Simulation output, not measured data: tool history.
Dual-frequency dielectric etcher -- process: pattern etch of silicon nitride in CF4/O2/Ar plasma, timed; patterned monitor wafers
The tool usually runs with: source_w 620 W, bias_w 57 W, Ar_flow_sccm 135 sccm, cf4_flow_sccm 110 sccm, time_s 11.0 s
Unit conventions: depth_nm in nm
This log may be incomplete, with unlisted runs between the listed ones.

run   hour  source_w  bias_w  Ar_flow_sccm  cf4_flow_sccm  time_s  wafers since the last listed run  hours since the last wet clean  hours since the last source power generator calibration  hours since the last bias power generator calibration  hours since the last Ar flow controller change  hours since the last CF4 flow controller change  hours since the last upper electrode change  hours since the gauge calibration  read-back reference wafer on the same gauge, depth_nm  depth_nm
  1    0.0       620      51           135            102    11.0                                 0                           208.2                                                   1808.5                                                 2968.1                                          3347.0                                           4986.0                                       5186.2                              156.7                                                  22.66     24.95
  2   12.2       620      51           135            102    11.0                               130                           220.4                                                   1820.7                                                 2980.3                                          3359.2                                           4998.2                                       5198.4                              168.9                                                  22.69     24.82
  3   27.0       620      57           155            110    11.0                               158                           235.2                                                   1835.5                                                 2995.1                                          3374.0                                           5013.0                                       5213.2                              183.7                                                  22.78     25.39
  4   36.6       620      57           135            110    10.5                               102                           244.8                                                   1845.1                                                 3004.7                                          3383.6                                           5022.6                                       5222.8                              193.3                                                  22.78     24.64
  5   59.2       620      57           135            110    10.5                               242                           267.4                                                   1867.7                                                 3027.3                                          3406.2                                           5045.2                                       5245.4                              215.9                                                  22.76     24.56
  6   74.2       620      57           135            110    11.0                               160                           282.4                                                   1882.7                                                 3042.3                                          3421.2                                           5060.2                                       5260.4                              230.9                                                  22.75     25.92
      99.4  -- upper electrode replaced
     116.4  -- gauge calibrated
     123.7  -- wet clean of the chamber
  7  124.2       620      57           135            110    11.0                                21                             0.5                                                   1932.7                                                 3092.3                                          3471.2                                           5110.2                                         24.8                                7.8                                                  22.73     26.47
  8  124.5       620      57           135            110    11.0                                 3                             0.8                                                   1933.0                                                 3092.6                                          3471.5                                           5110.5                                         25.1                                8.1                                                  22.74     26.53
  9  127.9       620      57           135            110    11.0                                36                             4.2                                                   1936.4                                                 3096.0                                          3474.9                                           5113.9                                         28.5                               11.5                                                  22.66     26.71
 10  135.1       620      52           135            123    11.0                                77                            11.4                                                   1943.6                                                 3103.2                                          3482.1                                           5121.1                                         35.7                               18.7                                                  22.74     26.47
     151.7  -- source power generator calibrated
     155.1  -- Ar flow controller replaced
 11  155.6       620      57           164             98    11.0                               140                            31.9                                                      3.9                                                 3123.7                                             0.5                                           5141.6                                         56.2                               39.2                                                  22.70     25.19
 12  164.4       620      57           135            110    11.0                                94                            40.7                                                     12.7                                                 3132.5                                             9.3                                           5150.4                                         65.0                               48.0                                                  22.69     26.29
 13  170.6       620      57           101            110    13.0                                66                            46.9                                                     18.9                                                 3138.7                                            15.5                                           5156.6                                         71.2                               54.2                                                  22.70     32.67
 14  187.6       620      57           135            110    11.0                               182                            63.9                                                     35.9                                                 3155.7                                            32.5                                           5173.6                                         88.2                               71.2                                                  22.74     26.62
     194.4  -- bias power generator calibrated
     219.3  -- CF4 flow controller replaced
 15  231.8       620      51           135            110    14.0                               366                           108.1                                                     80.1                                                   37.4                                            76.7                                             12.5                                        132.4                              115.4                                                  22.71     32.50
 16  246.2       620      57           135             95     8.0                               154                           122.5                                                     94.5                                                   51.8                                            91.1                                             26.9                                        146.8                              129.8                                                  22.67     18.87
 17  262.1       620      57           135            110    11.0                               170                           138.4                                                    110.4                                                   67.7                                           107.0                                             42.8                                        162.7                              145.7                                                  22.68     26.42
 18  273.6       510      50           157            110     8.0                               123                           149.9                                                    121.9                                                   79.2                                           118.5                                             54.3                                        174.2                              157.2                                                  22.74     15.64
 19  284.5       770      57           135            138    12.0                               116                           160.8                                                    132.8                                                   90.1                                           129.4                                             65.2                                        185.1                              168.1                                                  22.66     34.07
 20  290.6       620      57           135            110    11.0                                65                           166.9                                                    138.9                                                   96.2                                           135.5                                             71.3                                        191.2                              174.2                                                  22.73     26.26

Consider 4 possible next runs. They are alternatives, not a sequence: every one starts from the tool as it was left by run 20. What does each give?
  A  291.0       620      57           135            110    14.0                                 4                           167.3                                                    139.3                                                   96.6                                           135.9                                             71.7                                        191.6                              174.6                                                      ?         ?
  B  291.0       620      57           120            102    11.0                                 4                           167.3                                                    139.3                                                   96.6                                           135.9                                             71.7                                        191.6                              174.6                                                      ?         ?
  C  291.0       620      48           145            110    13.0                                 4                           167.3                                                    139.3                                                   96.6                                           135.9                                             71.7                                        191.6                              174.6                                                      ?         ?
  D  291.0       520      57           135            110    11.0                                 4                           167.3                                                    139.3                                                   96.6                                           135.9                                             71.7                                        191.6                              174.6                                                      ?         ?

run  read-back reference wafer on the same gauge, depth_nm  depth_nm
  A                                                  22.67     33.47
  B                                                  22.67     26.55
  C                                                  22.67     29.20
  D                                                  22.67     23.44
Had the tool no hidden state, the same runs would have come out as:
run  depth_nm
  A     34.30
  B     27.21
  C     29.93
  D     24.03

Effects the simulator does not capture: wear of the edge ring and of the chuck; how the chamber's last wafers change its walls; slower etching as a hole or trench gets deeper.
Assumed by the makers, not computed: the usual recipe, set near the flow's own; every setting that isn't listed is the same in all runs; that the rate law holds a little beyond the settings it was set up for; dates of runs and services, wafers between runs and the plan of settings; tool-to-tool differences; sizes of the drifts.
